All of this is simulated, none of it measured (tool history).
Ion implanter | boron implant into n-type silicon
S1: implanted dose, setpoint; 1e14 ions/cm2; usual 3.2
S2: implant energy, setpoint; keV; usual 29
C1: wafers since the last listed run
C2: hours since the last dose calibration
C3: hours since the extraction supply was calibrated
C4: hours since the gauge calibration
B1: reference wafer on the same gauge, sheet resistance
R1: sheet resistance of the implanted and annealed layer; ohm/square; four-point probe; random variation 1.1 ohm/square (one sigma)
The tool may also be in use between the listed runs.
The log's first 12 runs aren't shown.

{"run": 13, "day": 8.633, "S1": 3.2, "S2": 29, "C1": 614, "C2": 1182.2, "C3": 5549.1, "C4": 366.4, "B1": 248.01, "R1": 283.93}
{"run": 14, "day": 8.904, "S1": 3.6, "S2": 29, "C1": 74, "C2": 1188.7, "C3": 5555.6, "C4": 372.9, "B1": 248.28, "R1": 258.58}
{"run": 15, "day": 9.458, "S1": 3.2, "S2": 29, "C1": 151, "C2": 1202, "C3": 5568.9, "C4": 386.2, "B1": 247.9, "R1": 282.7}
{"run": 16, "day": 9.992, "S1": 3.2, "S2": 29, "C1": 145, "C2": 1214.8, "C3": 5581.7, "C4": 399, "B1": 247.81, "R1": 283.88}
{"day": 10.617, "done": "Faraday cup replaced and dose calibrated"}
{"run": 17, "day": 10.638, "S1": 3.2, "S2": 29, "C1": 85, "C2": 0.5, "C3": 5597.2, "C4": 414.5, "B1": 247.8, "R1": 297.59}
{"run": 18, "day": 10.838, "S1": 3.2, "S2": 29, "C1": 54, "C2": 5.3, "C3": 5602, "C4": 419.3, "B1": 248.17, "R1": 297.44}
{"run": 19, "day": 11.558, "S1": 2.52, "S2": 21, "C1": 196, "C2": 22.6, "C3": 5619.3, "C4": 436.6, "B1": 248.25, "R1": 373.76}
{"run": 20, "day": 12.242, "S1": 3.2, "S2": 29, "C1": 186, "C2": 39, "C3": 5635.7, "C4": 453, "B1": 248.03, "R1": 300.35}
{"run": 21, "day": 12.6, "S1": 2.24, "S2": 35.5, "C1": 97, "C2": 47.6, "C3": 5644.3, "C4": 461.6, "B1": 247.95, "R1": 384.57}
{"day": 12.688, "done": "gauge calibrated"}
{"run": 22, "day": 12.879, "S1": 2.41, "S2": 33.5, "C1": 76, "C2": 54.3, "C3": 5651, "C4": 4.6, "B1": 248.07, "R1": 369.32}
{"run": 23, "day": 13.521, "S1": 3.73, "S2": 19.5, "C1": 175, "C2": 69.7, "C3": 5666.4, "C4": 20, "B1": 247.84, "R1": 272.71}
{"run": 24, "day": 13.979, "S1": 3.2, "S2": 29, "C1": 125, "C2": 80.7, "C3": 5677.4, "C4": 31, "B1": 247.76, "R1": 298.89}
{"run": 25, "day": 14.329, "S1": 3.71, "S2": 24, "C1": 95, "C2": 89.1, "C3": 5685.8, "C4": 39.4, "B1": 247.96, "R1": 269.54}
{"run": 26, "day": 14.683, "S1": 3.2, "S2": 29, "C1": 96, "C2": 97.6, "C3": 5694.3, "C4": 47.9, "B1": 248.04, "R1": 297.14}
{"run": 27, "day": 15.296, "S1": 3.2, "S2": 29, "C1": 167, "C2": 112.3, "C3": 5709, "C4": 62.6, "B1": 247.82, "R1": 297.69}
{"run": 28, "day": 15.871, "S1": 3.79, "S2": 37, "C1": 157, "C2": 126.1, "C3": 5722.8, "C4": 76.4, "B1": 248.12, "R1": 252.78}
{"day": 16.425, "done": "extraction supply calibrated"}
{"run": 29, "day": 17.033, "S1": 2.86, "S2": 39, "C1": 226, "C2": 154, "C3": 14.6, "C4": 104.3, "B1": 248.22, "R1": 317.31}
{"run": 30, "day": 17.45, "S1": 2.4, "S2": 23, "C1": 113, "C2": 164, "C3": 24.6, "C4": 114.3, "B1": 248.12, "R1": 383.84}
{"run": 31, "day": 17.717, "S1": 3.94, "S2": 35.5, "C1": 72, "C2": 170.4, "C3": 31, "C4": 120.7, "B1": 247.66, "R1": 246.91}
{"run": 32, "day": 18.462, "S1": 3.92, "S2": 25, "C1": 203, "C2": 188.3, "C3": 48.9, "C4": 138.6, "B1": 248.3, "R1": 256.96}
{"run": 33, "day": 20.054, "S1": 2.35, "S2": 36.5, "C1": 434, "C2": 226.5, "C3": 87.1, "C4": 176.8, "B1": 247.98, "R1": 369.81}
{"run": 34, "day": 20.488, "S1": 3.6, "S2": 29, "C1": 118, "C2": 236.9, "C3": 97.5, "C4": 187.2, "B1": 247.91, "R1": 269.62}
{"run": 35, "day": 21.117, "S1": 3.2, "S2": 21.5, "C1": 171, "C2": 252, "C3": 112.6, "C4": 202.3, "B1": 247.9, "R1": 307.51}
{"run": 36, "day": 21.408, "S1": 2.38, "S2": 29, "C1": 79, "C2": 259, "C3": 119.6, "C4": 209.3, "B1": 248.07, "R1": 374.45}
{"run": 37, "day": 22.004, "S1": 3.2, "S2": 29, "C1": 162, "C2": 273.3, "C3": 133.9, "C4": 223.6, "B1": 247.96, "R1": 297.27}

4 ways to go on from here, each from the tool as it stands after run 37. What would each give?
{"run": "A", "day": 22.021, "S1": 2.53, "S2": 29, "C1": 4, "C2": 273.7, "C3": 134.3, "C4": 224, "B1": "?", "R1": "?"}
{"run": "B", "day": 22.021, "S1": 3.99, "S2": 36, "C1": 4, "C2": 273.7, "C3": 134.3, "C4": 224, "B1": "?", "R1": "?"}
{"run": "C", "day": 22.021, "S1": 3.73, "S2": 32, "C1": 4, "C2": 273.7, "C3": 134.3, "C4": 224, "B1": "?", "R1": "?"}
{"run": "D", "day": 22.021, "S1": 3.92, "S2": 32.5, "C1": 4, "C2": 273.7, "C3": 134.3, "C4": 224, "B1": "?", "R1": "?"}

run=A B1=248.15 R1=360.57
run=B B1=248.15 R1=245.32
run=C B1=248.15 R1=262.22
run=D B1=248.15 R1=251.53
Without the tool's hidden state the same runs would have given:
run=A R1=360.06
run=B R1=244.97
run=C R1=261.84
run=D R1=251.17
